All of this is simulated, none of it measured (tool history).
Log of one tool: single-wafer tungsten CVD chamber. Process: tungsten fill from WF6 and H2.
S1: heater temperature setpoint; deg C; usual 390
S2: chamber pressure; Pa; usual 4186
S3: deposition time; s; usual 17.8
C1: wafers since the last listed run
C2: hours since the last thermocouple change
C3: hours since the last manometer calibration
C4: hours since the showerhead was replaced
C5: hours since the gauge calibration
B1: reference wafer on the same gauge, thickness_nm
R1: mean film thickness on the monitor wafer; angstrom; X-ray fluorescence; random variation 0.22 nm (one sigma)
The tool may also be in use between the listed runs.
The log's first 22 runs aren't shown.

run,hour,S1,S2,S3,C1,C2,C3,C4,C5,B1,R1
23,1145.1,404,3600,19.3,2035,383.7,115.2,496.5,217.7,35.152,474.29
24,1198.5,390,3200,17.8,1226,437.1,168.6,549.9,271.1,35.202,310.74
25,1229.8,390,4186,14.4,719,468.4,199.9,581.2,302.4,35.255,323.36
26,1377.6,403,4773,14.3,3396,616.2,347.7,729.0,450.2,35.455,442.75
27,1446.4,390,4186,17.8,1580,685.0,416.5,797.8,519.0,35.464,402.80
28,1484.1,390,4186,15.9,866,722.7,454.2,835.5,556.7,35.556,359.00
29,1518.1,386,5080,19.3,781,756.7,488.2,869.5,590.7,35.487,474.46
30,1574.3,379,4186,17.8,1291,812.9,544.4,925.7,646.9,35.548,330.51
31,1643.1,390,4186,17.8,1580,881.7,613.2,994.5,715.7,35.584,406.45
32,1714.3,390,5133,17.8,1635,952.9,684.4,1065.7,786.9,35.610,471.41
33,1779.9,390,4186,17.8,1507,1018.5,750.0,1131.3,852.5,35.608,405.30
34,1826.6,390,3253,17.8,1073,1065.2,796.7,1178.0,899.2,35.626,322.15

Forecast each of these 4 alternatives for the next run:
A,1827.0,390,4186,17.8,9,1065.6,797.1,1178.4,899.6,?,?
B,1827.0,401,5066,20.1,9,1065.6,797.1,1178.4,899.6,?,?
C,1827.0,390,4186,20.7,9,1065.6,797.1,1178.4,899.6,?,?
D,1827.0,402,3706,17.8,9,1065.6,797.1,1178.4,899.6,?,?

run,B1,R1
A,35.668,404.23
B,35.668,632.37
C,35.668,470.41
D,35.668,444.32
Without the tool's hidden state the same runs would have given:
run,R1
A,395.90
B,619.33
C,460.70
D,435.16
